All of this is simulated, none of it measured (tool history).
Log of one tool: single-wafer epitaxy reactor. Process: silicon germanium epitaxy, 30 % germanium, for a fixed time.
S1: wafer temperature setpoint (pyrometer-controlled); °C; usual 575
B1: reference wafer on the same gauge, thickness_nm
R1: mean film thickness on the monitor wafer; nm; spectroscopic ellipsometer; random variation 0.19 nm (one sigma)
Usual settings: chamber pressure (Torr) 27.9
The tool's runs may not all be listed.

{"run": 1, "day": 0.0, "S1": 575, "chamber pressure (Torr)": 24.8, "B1": 35.867, "R1": 34.088}
{"run": 2, "day": 3.783, "S1": 575, "chamber pressure (Torr)": 27.9, "B1": 35.844, "R1": 37.549}
{"run": 3, "day": 6.683, "S1": 575, "chamber pressure (Torr)": 27.9, "B1": 35.913, "R1": 37.324}
{"run": 4, "day": 9.471, "S1": 575, "chamber pressure (Torr)": 29.4, "B1": 35.816, "R1": 38.39}
{"run": 5, "day": 17.4, "S1": 575, "chamber pressure (Torr)": 29.4, "B1": 35.793, "R1": 38.455}
{"run": 6, "day": 18.654, "S1": 575, "chamber pressure (Torr)": 32.5, "B1": 35.973, "R1": 41.179}
{"run": 7, "day": 19.942, "S1": 575, "chamber pressure (Torr)": 32.5, "B1": 35.97, "R1": 40.31}
{"run": 8, "day": 26.704, "S1": 575, "chamber pressure (Torr)": 32.5, "B1": 35.854, "R1": 40.657}
{"day": 27.983, "done": "capacitance manometer re-zeroed and calibrated"}
{"run": 9, "day": 29.367, "S1": 575, "chamber pressure (Torr)": 27.9, "B1": 35.903, "R1": 36.601}
{"run": 10, "day": 31.65, "S1": 575, "chamber pressure (Torr)": 27.9, "B1": 35.87, "R1": 36.686}
{"run": 11, "day": 33.692, "S1": 575, "chamber pressure (Torr)": 27.9, "B1": 35.858, "R1": 36.886}
{"run": 12, "day": 34.983, "S1": 564, "chamber pressure (Torr)": 30.8, "B1": 35.875, "R1": 31.017}
{"day": 36.862, "done": "showerhead replaced"}
{"run": 13, "day": 37.112, "S1": 564, "chamber pressure (Torr)": 30.8, "B1": 35.914, "R1": 30.952}
{"run": 14, "day": 39.729, "S1": 571, "chamber pressure (Torr)": 31.8, "B1": 35.919, "R1": 36.287}
{"run": 15, "day": 43.646, "S1": 568, "chamber pressure (Torr)": 34.4, "B1": 35.826, "R1": 35.752}
{"run": 16, "day": 44.904, "S1": 589, "chamber pressure (Torr)": 32.5, "B1": 35.847, "R1": 54.086}
{"day": 46.042, "done": "gauge calibrated"}
{"run": 17, "day": 46.096, "S1": 580, "chamber pressure (Torr)": 24.8, "B1": 35.891, "R1": 37.405}
{"run": 18, "day": 47.771, "S1": 564, "chamber pressure (Torr)": 30.8, "B1": 35.909, "R1": 30.693}
{"run": 19, "day": 49.996, "S1": 575, "chamber pressure (Torr)": 27.9, "B1": 36.026, "R1": 36.597}
{"day": 50.708, "done": "pyrometer calibrated"}
{"run": 20, "day": 52.912, "S1": 580, "chamber pressure (Torr)": 24.8, "B1": 35.778, "R1": 39.244}
{"run": 21, "day": 54.017, "S1": 575, "chamber pressure (Torr)": 27.9, "B1": 35.85, "R1": 37.983}
{"run": 22, "day": 55.146, "S1": 583, "chamber pressure (Torr)": 30.8, "B1": 35.93, "R1": 47.95}
{"run": 23, "day": 58.05, "S1": 581, "chamber pressure (Torr)": 31.3, "B1": 35.862, "R1": 47.116}
{"run": 24, "day": 60.554, "S1": 564, "chamber pressure (Torr)": 32.1, "B1": 35.938, "R1": 32.878}
{"run": 25, "day": 62.221, "S1": 561, "chamber pressure (Torr)": 25.2, "B1": 35.972, "R1": 26.144}
{"run": 26, "day": 65.038, "S1": 568, "chamber pressure (Torr)": 27.9, "B1": 35.86, "R1": 32.731}

The same runs without the tool's hidden state, with the same run-to-run variation:
The hidden state here: wafer temperature above the value expected at the setpoint (K); true pressure above the setpoint (%); gauge reads high (%).
run=1 R1=35.096
run=2 R1=38.731
run=3 R1=38.553
run=4 R1=39.709
run=5 R1=39.930
run=6 R1=42.785
run=7 R1=41.908
run=8 R1=42.408
run=9 R1=38.228
run=10 R1=38.360
run=11 R1=38.607
run=12 R1=32.529
run=13 R1=32.496
run=14 R1=38.112
run=15 R1=37.638
run=16 R1=56.816
run=17 R1=39.362
run=18 R1=32.397
run=19 R1=38.611
run=20 R1=39.306
run=21 R1=38.064
run=22 R1=48.077
run=23 R1=47.307
run=24 R1=33.058
run=25 R1=26.311
run=26 R1=32.982
